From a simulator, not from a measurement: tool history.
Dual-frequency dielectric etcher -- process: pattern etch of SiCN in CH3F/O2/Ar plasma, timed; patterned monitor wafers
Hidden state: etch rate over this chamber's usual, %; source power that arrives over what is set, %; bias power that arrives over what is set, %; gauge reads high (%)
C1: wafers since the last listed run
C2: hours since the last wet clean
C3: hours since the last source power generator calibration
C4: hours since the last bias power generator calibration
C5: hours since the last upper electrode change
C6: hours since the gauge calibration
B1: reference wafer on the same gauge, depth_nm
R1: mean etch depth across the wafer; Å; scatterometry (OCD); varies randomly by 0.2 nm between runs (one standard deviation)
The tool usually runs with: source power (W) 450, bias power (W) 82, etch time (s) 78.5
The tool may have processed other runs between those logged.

run 1 day=0 | source_power_(W)=450 bias_power_(W)=82 etch_time_(s)=78.5 | C1=0 C2=70.3 C3=4199.8 C4=2874 C5=5221.9 C6=493.9 | B1=35.86 | R1=339.7
-- day=0.017 gauge calibrated
run 2 day=2.604 | source_power_(W)=410 bias_power_(W)=82 etch_time_(s)=78.5 | C1=541 C2=132.8 C3=4262.3 C4=2936.5 C5=5284.4 C6=62.1 | B1=35.09 | R1=326.8
run 3 day=5.904 | source_power_(W)=410 bias_power_(W)=82 etch_time_(s)=78.5 | C1=686 C2=212 C3=4341.5 C4=3015.7 C5=5363.6 C6=141.3 | B1=35.18 | R1=326.5
run 4 day=7.975 | source_power_(W)=410 bias_power_(W)=82 etch_time_(s)=78.5 | C1=430 C2=261.7 C3=4391.2 C4=3065.4 C5=5413.3 C6=191 | B1=35.37 | R1=326.9
run 5 day=10.688 | source_power_(W)=450 bias_power_(W)=82 etch_time_(s)=78.5 | C1=563 C2=326.8 C3=4456.3 C4=3130.5 C5=5478.4 C6=256.1 | B1=35.45 | R1=336.4
run 6 day=17.804 | source_power_(W)=450 bias_power_(W)=82 etch_time_(s)=78.5 | C1=1479 C2=497.6 C3=4627.1 C4=3301.3 C5=5649.2 C6=426.9 | B1=35.62 | R1=336.3
-- day=19.65 source power generator calibrated
run 7 day=20.729 | source_power_(W)=450 bias_power_(W)=82 etch_time_(s)=78.5 | C1=573 C2=567.8 C3=25.9 C4=3371.5 C5=5719.4 C6=497.1 | B1=35.79 | R1=338.8
-- day=22.279 bias power generator calibrated
-- day=22.779 gauge calibrated
-- day=23.438 upper electrode replaced
run 8 day=23.458 | source_power_(W)=450 bias_power_(W)=82 etch_time_(s)=78.5 | C1=324 C2=633.3 C3=91.4 C4=28.3 C5=0.5 C6=16.3 | B1=35.3 | R1=331.1
-- day=24.504 wet clean of the chamber
run 9 day=24.525 | source_power_(W)=450 bias_power_(W)=73 etch_time_(s)=78.5 | C1=13 C2=0.5 C3=117 C4=53.9 C5=26.1 C6=41.9 | B1=35.29 | R1=322.9
run 10 day=26.812 | source_power_(W)=540 bias_power_(W)=76 etch_time_(s)=78.5 | C1=475 C2=55.4 C3=171.9 C4=108.8 C5=81 C6=96.8 | B1=35.49 | R1=340.6
run 11 day=28.454 | source_power_(W)=450 bias_power_(W)=82 etch_time_(s)=78.5 | C1=341 C2=94.8 C3=211.3 C4=148.2 C5=120.4 C6=136.2 | B1=35.38 | R1=333.3
run 12 day=29.554 | source_power_(W)=450 bias_power_(W)=82 etch_time_(s)=78.5 | C1=228 C2=121.2 C3=237.7 C4=174.6 C5=146.8 C6=162.6 | B1=35.46 | R1=334.5
run 13 day=32.138 | source_power_(W)=450 bias_power_(W)=92 etch_time_(s)=78.5 | C1=537 C2=183.2 C3=299.7 C4=236.6 C5=208.8 C6=224.6 | B1=35.59 | R1=347.7
run 14 day=35.033 | source_power_(W)=450 bias_power_(W)=99 etch_time_(s)=96 | C1=602 C2=252.7 C3=369.2 C4=306.1 C5=278.3 C6=294.1 | B1=35.58 | R1=436.6

Run 15 has not been measured yet. What should we expect?
run 15 day=37.121 | source_power_(W)=450 bias_power_(W)=66 etch_time_(s)=59 | C1=434 C2=302.8 C3=419.3 C4=356.2 C5=328.4 C6=344.2 | B1=? | R1=?

{"run 15": {"B1": 35.74, "R1": 235.1}}
Had the tool carried no hidden state, the very same run would have given R1 231.9 Å.

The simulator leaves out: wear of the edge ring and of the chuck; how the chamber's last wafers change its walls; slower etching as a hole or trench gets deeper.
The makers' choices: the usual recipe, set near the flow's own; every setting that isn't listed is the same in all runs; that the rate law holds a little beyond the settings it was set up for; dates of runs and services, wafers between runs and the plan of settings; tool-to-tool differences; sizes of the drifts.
